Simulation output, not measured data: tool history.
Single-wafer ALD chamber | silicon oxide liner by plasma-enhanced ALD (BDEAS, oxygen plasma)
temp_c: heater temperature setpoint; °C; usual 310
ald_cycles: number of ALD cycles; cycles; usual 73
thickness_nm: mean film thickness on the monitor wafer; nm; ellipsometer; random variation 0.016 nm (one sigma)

run     day  temp_c  ald_cycles  wafers since the last listed run  hours since the last thermocouple change  hours since the gauge calibration  read-back reference wafer on the same gauge, thickness_nm  thickness_nm
  1       0     310          73                                 0                                    1769.9                              829.8                                                      5.808          6.26
  2   1.529     310          73                               108                                    1806.6                              866.5                                                      5.799         6.289
  3   3.658     310          73                               151                                    1857.7                              917.6                                                      5.801         6.224
  4   5.229     310          73                               111                                    1895.4                              955.3                                                      5.802         6.262
  5   6.279     310          73                                74                                    1920.6                              980.5                                                      5.805         6.265
  6   8.125     305          73                               131                                    1964.9                             1024.8                                                      5.793          6.29
  7   9.658     305          73                               108                                    2001.7                             1061.6                                                        5.8         6.292
  8  13.042     310          64                               240                                    2082.9                             1142.8                                                      5.801         5.495
  9  14.821     310          73                               126                                    2125.6                             1185.5                                                      5.801         6.261
 10  19.642     310          73                               342                                    2241.3                             1301.2                                                      5.803         6.269
     21.425  -- gauge calibrated
 11  22.379     310          73                               194                                      2307                               22.9                                                      5.791         6.264
 12  24.604     302          73                               157                                    2360.4                               76.3                                                      5.804         6.352
 13    25.7     302          73                                77                                    2386.7                              102.6                                                      5.806         6.307
 14    27.6     302          73                               134                                    2432.3                              148.2                                                      5.801         6.301
     28.042  -- thermocouple changed; heater temperature recalibrated
 15  29.888     323          87                               138                                      44.3                              203.1                                                      5.801         7.366
 16  31.467     310          73                               112                                      82.2                                241                                                      5.804         6.236
 17  33.488     310          79                               143                                     130.7                              289.5                                                      5.804          6.78
 18  35.675     316          64                               155                                     183.2                                342                                                      5.795         5.454
 19  37.071     319          73                                99                                     216.7                              375.5                                                      5.801          6.17
 20  38.142     324          73                                76                                     242.4                              401.2                                                      5.806         6.148
 21  41.379     310          73                               229                                     320.1                              478.9                                                      5.799         6.256
 22  43.983     316          61                               184                                     382.6                              541.4                                                      5.804         5.191
 23  45.742     300          80                               124                                     424.8                              583.6                                                      5.795         6.939
 24  46.875     310          59                                80                                       452                              610.8                                                      5.806         5.079
 25  48.579     310          73                               120                                     492.9                              651.7                                                      5.797         6.266
 26  51.088     304          73                               178                                     553.1                              711.9                                                      5.805         6.322
 27  52.971     325          60                               133                                     598.3                              757.1                                                      5.798         5.037
 28  54.121     310          73                                81                                     625.9                              784.7                                                        5.8         6.239
 29  57.042     298          73                               207                                       696                              854.8                                                      5.799         6.374

5 ways to go on from here, each from the tool as it stands after run 29. What would each give?
  A  57.062     303          73                                 1                                     696.5                              855.3                                                          ?             ?
  B  57.062     323          69                                 1                                     696.5                              855.3                                                          ?             ?
  C  57.062     300          73                                 1                                     696.5                              855.3                                                          ?             ?
  D  57.062     300          60                                 1                                     696.5                              855.3                                                          ?             ?
  E  57.062     318          73                                 1                                     696.5                              855.3                                                          ?             ?

run  read-back reference wafer on the same gauge, thickness_nm  thickness_nm
  A                                                      5.809           6.3
  B                                                      5.809         5.807
  C                                                      5.809         6.323
  D                                                      5.809         5.197
  E                                                      5.809         6.183
Without the tool's hidden state the same runs would have given:
run  thickness_nm
  A           6.3
  B         5.807
  C         6.323
  D         5.197
  E         6.183
